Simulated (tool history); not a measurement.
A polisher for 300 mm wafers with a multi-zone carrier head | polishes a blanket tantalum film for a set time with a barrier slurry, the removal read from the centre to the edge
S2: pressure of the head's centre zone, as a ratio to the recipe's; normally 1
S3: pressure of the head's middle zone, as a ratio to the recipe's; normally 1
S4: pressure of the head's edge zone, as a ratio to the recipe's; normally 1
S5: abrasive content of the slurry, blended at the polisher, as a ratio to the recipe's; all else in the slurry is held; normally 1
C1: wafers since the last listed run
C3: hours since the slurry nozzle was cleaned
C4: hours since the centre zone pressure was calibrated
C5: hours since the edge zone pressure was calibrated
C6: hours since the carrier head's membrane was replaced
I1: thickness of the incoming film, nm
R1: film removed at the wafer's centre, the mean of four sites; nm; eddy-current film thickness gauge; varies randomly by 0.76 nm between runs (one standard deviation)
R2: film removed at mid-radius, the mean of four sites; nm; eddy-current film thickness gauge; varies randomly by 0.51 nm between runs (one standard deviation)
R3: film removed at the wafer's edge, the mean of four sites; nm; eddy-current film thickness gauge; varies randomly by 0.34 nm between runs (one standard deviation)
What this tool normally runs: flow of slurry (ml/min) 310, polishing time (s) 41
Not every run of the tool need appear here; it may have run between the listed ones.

{"run": 1, "day": 0.0, "flow of slurry (ml/min)": 310, "S2": 1, "S3": 1, "S4": 1, "S5": 1, "polishing time (s)": 41, "C1": 0, "wafers polished on this pad": 10365, "C3": 32, "C4": 364.1, "C5": 435.1, "C6": 341.3, "I1": 371.6, "R1": 51.2, "R2": 48.7, "R3": 49.9}
{"day": 1.888, "done": "worn pad replaced by a new one"}
{"run": 2, "day": 3.054, "flow of slurry (ml/min)": 280, "S2": 1, "S3": 0.9, "S4": 0.91, "S5": 1, "polishing time (s)": 55, "C1": 1126, "wafers polished on this pad": 455, "C3": 105.3, "C4": 437.4, "C5": 508.4, "C6": 414.6, "I1": 367.6, "R1": 73, "R2": 65.9, "R3": 67.7}
{"run": 3, "day": 7.392, "flow of slurry (ml/min)": 310, "S2": 1, "S3": 1, "S4": 1, "S5": 1, "polishing time (s)": 41, "C1": 1692, "wafers polished on this pad": 2147, "C3": 209.4, "C4": 541.5, "C5": 612.5, "C6": 518.7, "I1": 370.4, "R1": 53.3, "R2": 51, "R3": 51.7}
{"run": 4, "day": 10.162, "flow of slurry (ml/min)": 310, "S2": 1, "S3": 0.95, "S4": 1, "S5": 1, "polishing time (s)": 41, "C1": 1081, "wafers polished on this pad": 3228, "C3": 275.9, "C4": 608, "C5": 679, "C6": 585.2, "I1": 371.3, "R1": 52.8, "R2": 49.9, "R3": 51.1}
{"run": 5, "day": 12.246, "flow of slurry (ml/min)": 310, "S2": 0.89, "S3": 1, "S4": 1, "S5": 1, "polishing time (s)": 55, "C1": 812, "wafers polished on this pad": 4041, "C3": 325.9, "C4": 658, "C5": 729, "C6": 635.2, "I1": 364.4, "R1": 61.4, "R2": 68.2, "R3": 68.1}
{"run": 6, "day": 16.354, "flow of slurry (ml/min)": 310, "S2": 1.05, "S3": 0.94, "S4": 1, "S5": 1, "polishing time (s)": 53, "C1": 1602, "wafers polished on this pad": 5644, "C3": 424.5, "C4": 756.6, "C5": 827.6, "C6": 733.8, "I1": 373.3, "R1": 71.3, "R2": 61.8, "R3": 65}
{"run": 7, "day": 18.392, "flow of slurry (ml/min)": 310, "S2": 1.08, "S3": 1, "S4": 1, "S5": 1, "polishing time (s)": 41, "C1": 794, "wafers polished on this pad": 6439, "C3": 473.4, "C4": 805.5, "C5": 876.5, "C6": 782.7, "I1": 368.9, "R1": 57, "R2": 50.4, "R3": 49.4}
{"run": 8, "day": 22.05, "flow of slurry (ml/min)": 250, "S2": 1, "S3": 1, "S4": 1, "S5": 1, "polishing time (s)": 41, "C1": 1427, "wafers polished on this pad": 7866, "C3": 561.2, "C4": 893.3, "C5": 964.3, "C6": 870.5, "I1": 375.7, "R1": 50.8, "R2": 49.1, "R3": 48.9}
{"run": 9, "day": 25.483, "flow of slurry (ml/min)": 310, "S2": 1, "S3": 1, "S4": 1, "S5": 1, "polishing time (s)": 41, "C1": 1339, "wafers polished on this pad": 9205, "C3": 643.6, "C4": 975.7, "C5": 1046.7, "C6": 952.9, "I1": 369.7, "R1": 51.8, "R2": 49.9, "R3": 49.6}
{"run": 10, "day": 28.662, "flow of slurry (ml/min)": 310, "S2": 1.05, "S3": 1, "S4": 1, "S5": 1, "polishing time (s)": 41, "C1": 1240, "wafers polished on this pad": 10446, "C3": 719.9, "C4": 1052, "C5": 1123, "C6": 1029.2, "I1": 367.3, "R1": 52.3, "R2": 49.4, "R3": 49.8}
{"day": 32.7, "done": "worn pad replaced by a new one"}
{"run": 11, "day": 33.025, "flow of slurry (ml/min)": 310, "S2": 1, "S3": 0.95, "S4": 1, "S5": 1, "polishing time (s)": 41, "C1": 1636, "wafers polished on this pad": 127, "C3": 824.6, "C4": 1156.7, "C5": 1227.7, "C6": 1133.9, "I1": 374.1, "R1": 53.9, "R2": 51.8, "R3": 53.1}
{"day": 34.688, "done": "slurry nozzle cleaned"}
{"day": 36.979, "done": "edge zone pressure recalibrated"}
{"run": 12, "day": 37.196, "flow of slurry (ml/min)": 310, "S2": 1, "S3": 1, "S4": 1, "S5": 1, "polishing time (s)": 41, "C1": 1578, "wafers polished on this pad": 1705, "C3": 60.2, "C4": 1256.8, "C5": 5.2, "C6": 1234, "I1": 371.4, "R1": 53.7, "R2": 52, "R3": 52.1}
{"run": 13, "day": 39.329, "flow of slurry (ml/min)": 310, "S2": 0.96, "S3": 1, "S4": 1.11, "S5": 0.75, "polishing time (s)": 41, "C1": 832, "wafers polished on this pad": 2538, "C3": 111.4, "C4": 1308, "C5": 56.4, "C6": 1285.2, "I1": 367.8, "R1": 47, "R2": 47.6, "R3": 49.8}
{"day": 42.788, "done": "centre zone pressure recalibrated"}
{"run": 14, "day": 43.475, "flow of slurry (ml/min)": 310, "S2": 0.92, "S3": 1.08, "S4": 1, "S5": 1, "polishing time (s)": 41, "C1": 1584, "wafers polished on this pad": 4123, "C3": 210.9, "C4": 16.5, "C5": 155.9, "C6": 1384.7, "I1": 364.5, "R1": 46.7, "R2": 54.1, "R3": 50.7}
{"run": 15, "day": 46.067, "flow of slurry (ml/min)": 375, "S2": 1, "S3": 1, "S4": 1, "S5": 1.15, "polishing time (s)": 41, "C1": 1011, "wafers polished on this pad": 5134, "C3": 273.1, "C4": 78.7, "C5": 218.1, "C6": 1446.9, "I1": 364.3, "R1": 53.9, "R2": 51.5, "R3": 52.5}
{"run": 16, "day": 48.379, "flow of slurry (ml/min)": 310, "S2": 1, "S3": 1, "S4": 1, "S5": 1, "polishing time (s)": 41, "C1": 902, "wafers polished on this pad": 6036, "C3": 328.6, "C4": 134.2, "C5": 273.6, "C6": 1502.4, "I1": 366.9, "R1": 51.7, "R2": 51.1, "R3": 50.4}
{"run": 17, "day": 51.083, "flow of slurry (ml/min)": 310, "S2": 1, "S3": 1, "S4": 1, "S5": 1, "polishing time (s)": 41, "C1": 1055, "wafers polished on this pad": 7091, "C3": 393.5, "C4": 199.1, "C5": 338.5, "C6": 1567.3, "I1": 362.7, "R1": 51.8, "R2": 50.1, "R3": 49.8}
{"run": 18, "day": 54.488, "flow of slurry (ml/min)": 310, "S2": 1, "S3": 1, "S4": 1, "S5": 0.75, "polishing time (s)": 41, "C1": 1328, "wafers polished on this pad": 8419, "C3": 475.2, "C4": 280.8, "C5": 420.2, "C6": 1649, "I1": 368.3, "R1": 46.6, "R2": 46.4, "R3": 46.1}
{"run": 19, "day": 58.662, "flow of slurry (ml/min)": 310, "S2": 0.9, "S3": 1, "S4": 1, "S5": 0.85, "polishing time (s)": 41, "C1": 1628, "wafers polished on this pad": 10048, "C3": 575.4, "C4": 381, "C5": 520.4, "C6": 1749.2, "I1": 367, "R1": 44, "R2": 48.1, "R3": 47.2}
{"day": 59.958, "done": "carrier head's membrane replaced by a new one"}
{"day": 67.446, "done": "worn pad replaced by a new one"}
{"run": 20, "day": 68.383, "flow of slurry (ml/min)": 310, "S2": 1, "S3": 1, "S4": 1, "S5": 1, "polishing time (s)": 41, "C1": 3646, "wafers polished on this pad": 366, "C3": 808.7, "C4": 614.3, "C5": 753.7, "C6": 202.2, "I1": 366.6, "R1": 54.7, "R2": 54, "R3": 53}

How would selected steps in R1 from run to run divide? Give the signed amount a tool lacking its hidden state would still show from settings, what came in and random variation, and the signed amount left for the hidden state, including any gauge scatter that is not in both of the compared results.
The tool's hidden condition here consists of: removal rate lost through wear of the pad, %; slurry flow missing at the pad, %; deviation of the centre zone's pressure from its setpoint, %; deviation of the edge zone's pressure from its setpoint, %.
Run 1 -> 2: flow of slurry (ml/min) 310 -> 280, S3 1 -> 0.9, S4 1 -> 0.91, polishing time (s) 41 -> 55, worn pad replaced by a new one. R1 +21.8 nm: hidden state +3.4, all else +18.4.
Run 2 -> 3: flow of slurry (ml/min) 280 -> 310, S3 0.9 -> 1, S4 0.91 -> 1, polishing time (s) 55 -> 41. R1 -19.7 nm: hidden state -1.1, all else -18.6.
Run 10 -> 11: S2 1.05 -> 1, S3 1 -> 0.95, worn pad replaced by a new one. R1 +1.6 nm: hidden state +4, all else -2.4.

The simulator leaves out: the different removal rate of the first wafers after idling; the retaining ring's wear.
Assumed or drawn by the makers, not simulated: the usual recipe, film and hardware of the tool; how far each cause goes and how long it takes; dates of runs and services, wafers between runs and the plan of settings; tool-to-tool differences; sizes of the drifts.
